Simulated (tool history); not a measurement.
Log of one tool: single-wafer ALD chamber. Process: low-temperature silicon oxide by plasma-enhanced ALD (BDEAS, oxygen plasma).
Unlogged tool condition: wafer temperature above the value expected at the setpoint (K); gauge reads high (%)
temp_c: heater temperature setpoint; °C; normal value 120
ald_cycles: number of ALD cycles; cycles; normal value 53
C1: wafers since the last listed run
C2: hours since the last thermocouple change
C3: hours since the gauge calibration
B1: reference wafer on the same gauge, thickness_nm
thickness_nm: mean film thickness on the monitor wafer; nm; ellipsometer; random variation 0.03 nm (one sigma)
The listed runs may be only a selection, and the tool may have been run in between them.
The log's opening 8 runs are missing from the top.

run 9 hour=364.6 | temp_c=120 ald_cycles=58 | C1=209 C2=1921.4 C3=1149.3 | B1=8.189 | thickness_nm=8.274
run 10 hour=392.1 | temp_c=120 ald_cycles=58 | C1=139 C2=1948.9 C3=1176.8 | B1=8.178 | thickness_nm=8.236
run 11 hour=429.3 | temp_c=120 ald_cycles=58 | C1=189 C2=1986.1 C3=1214.0 | B1=8.183 | thickness_nm=8.178
run 12 hour=465.4 | temp_c=120 ald_cycles=53 | C1=183 C2=2022.2 C3=1250.1 | B1=8.186 | thickness_nm=7.436
run 13 hour=496.0 | temp_c=120 ald_cycles=53 | C1=155 C2=2052.8 C3=1280.7 | B1=8.181 | thickness_nm=7.544
run 14 hour=553.4 | temp_c=120 ald_cycles=53 | C1=292 C2=2110.2 C3=1338.1 | B1=8.181 | thickness_nm=7.534
-- hour=599.5 thermocouple changed; heater temperature recalibrated
run 15 hour=624.0 | temp_c=120 ald_cycles=53 | C1=318 C2=24.5 C3=1408.7 | B1=8.174 | thickness_nm=7.492
run 16 hour=666.2 | temp_c=120 ald_cycles=53 | C1=214 C2=66.7 C3=1450.9 | B1=8.186 | thickness_nm=7.500
run 17 hour=792.8 | temp_c=114 ald_cycles=47 | C1=644 C2=193.3 C3=1577.5 | B1=8.177 | thickness_nm=6.678
run 18 hour=821.7 | temp_c=120 ald_cycles=53 | C1=147 C2=222.2 C3=1606.4 | B1=8.182 | thickness_nm=7.481
run 19 hour=866.3 | temp_c=108 ald_cycles=63 | C1=226 C2=266.8 C3=1651.0 | B1=8.173 | thickness_nm=9.143
run 20 hour=891.5 | temp_c=107 ald_cycles=59 | C1=128 C2=292.0 C3=1676.2 | B1=8.186 | thickness_nm=8.598
run 21 hour=924.4 | temp_c=120 ald_cycles=46 | C1=167 C2=324.9 C3=1709.1 | B1=8.177 | thickness_nm=6.498
run 22 hour=1089.0 | temp_c=133 ald_cycles=47 | C1=837 C2=489.5 C3=1873.7 | B1=8.174 | thickness_nm=6.486
-- hour=1136.2 gauge calibrated
run 23 hour=1145.2 | temp_c=105 ald_cycles=64 | C1=285 C2=545.7 C3=9.0 | B1=8.180 | thickness_nm=9.361
run 24 hour=1197.3 | temp_c=112 ald_cycles=43 | C1=265 C2=597.8 C3=61.1 | B1=8.178 | thickness_nm=6.231
run 25 hour=1228.0 | temp_c=131 ald_cycles=57 | C1=156 C2=628.5 C3=91.8 | B1=8.183 | thickness_nm=7.883
run 26 hour=1274.7 | temp_c=113 ald_cycles=46 | C1=237 C2=675.2 C3=138.5 | B1=8.181 | thickness_nm=6.592
run 27 hour=1387.8 | temp_c=120 ald_cycles=47 | C1=575 C2=788.3 C3=251.6 | B1=8.181 | thickness_nm=6.678
run 28 hour=1414.1 | temp_c=109 ald_cycles=46 | C1=133 C2=814.6 C3=277.9 | B1=8.180 | thickness_nm=6.680
run 29 hour=1451.3 | temp_c=129 ald_cycles=49 | C1=189 C2=851.8 C3=315.1 | B1=8.186 | thickness_nm=6.742
run 30 hour=1501.0 | temp_c=112 ald_cycles=53 | C1=252 C2=901.5 C3=364.8 | B1=8.177 | thickness_nm=7.650
run 31 hour=1571.9 | temp_c=120 ald_cycles=53 | C1=360 C2=972.4 C3=435.7 | B1=8.179 | thickness_nm=7.550

Each row is a separate what-if for the run after 31, all from the same tool condition, not one after another. Results?
run A hour=1572.4 | temp_c=120 ald_cycles=53 | C1=2 C2=972.9 C3=436.2 | B1=? | thickness_nm=?
run B hour=1572.4 | temp_c=120 ald_cycles=61 | C1=2 C2=972.9 C3=436.2 | B1=? | thickness_nm=?
run C hour=1572.4 | temp_c=127 ald_cycles=44 | C1=2 C2=972.9 C3=436.2 | B1=? | thickness_nm=?

run=A B1=8.190 thickness_nm=7.462
run=B B1=8.190 thickness_nm=8.588
run=C B1=8.190 thickness_nm=6.102
Without the tool's hidden state the same runs would have given:
run=A thickness_nm=7.462
run=B thickness_nm=8.588
run=C thickness_nm=6.102

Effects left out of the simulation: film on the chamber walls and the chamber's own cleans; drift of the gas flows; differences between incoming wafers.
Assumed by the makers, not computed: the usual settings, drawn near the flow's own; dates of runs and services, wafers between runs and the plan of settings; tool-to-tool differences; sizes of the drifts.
